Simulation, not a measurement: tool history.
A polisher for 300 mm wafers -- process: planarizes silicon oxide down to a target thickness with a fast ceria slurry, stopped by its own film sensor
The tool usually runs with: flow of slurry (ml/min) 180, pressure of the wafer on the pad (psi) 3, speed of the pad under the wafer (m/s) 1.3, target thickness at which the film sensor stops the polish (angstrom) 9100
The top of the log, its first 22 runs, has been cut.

run	hour	flow of slurry (ml/min)	pressure of the wafer on the pad (psi)	speed of the pad under the wafer (m/s)	target thickness at which the film sensor stops the polish (angstrom)	incoming thickness of the incoming film, nm	time until the film sensor stopped the polish (s)
23	1283.6	115	3	1.12	6970	2030.9	77.2
24	1313.1	195	2.6	1.3	9100	2051.2	66.7
# hour 1320.9: slurry nozzle cleaned
25	1353.9	215	3	0.86	9100	2086.5	81.7
26	1394.6	150	3	1.3	10160	2104.9	56.8
27	1434	180	3	1.3	9100	2070.7	62
28	1494.8	140	2.4	1.3	9100	2079.8	80.6
29	1531.1	205	2.6	1.3	9100	2085.4	73.7
30	1567.7	180	2.1	1.3	11370	2051.1	73.1
# hour 1602.6: worn pad replaced by a new one
31	1620	225	3.4	1.3	9100	2100.3	50.9
32	1664.3	205	3.9	1.3	6180	2046.9	55.1
# hour 1674.8: head pressure recalibrated
33	1720.5	180	3	1.3	9100	2074	58.2

Here are 3 independent what-if runs from the current tool condition. What would each one return?
A	1720.9	180	3	1.3	12790	2047.8	?
B	1720.9	180	2.5	1.04	9100	2047.8	?
C	1720.9	245	3	0.84	9100	2047.8	?

run	time until the film sensor stopped the polish (s)
A	39.6
B	82.8
C	77.9
What these runs would have given with no unlogged condition in the tool:
run	time until the film sensor stopped the polish (s)
A	37.4
B	78.3
C	73.7

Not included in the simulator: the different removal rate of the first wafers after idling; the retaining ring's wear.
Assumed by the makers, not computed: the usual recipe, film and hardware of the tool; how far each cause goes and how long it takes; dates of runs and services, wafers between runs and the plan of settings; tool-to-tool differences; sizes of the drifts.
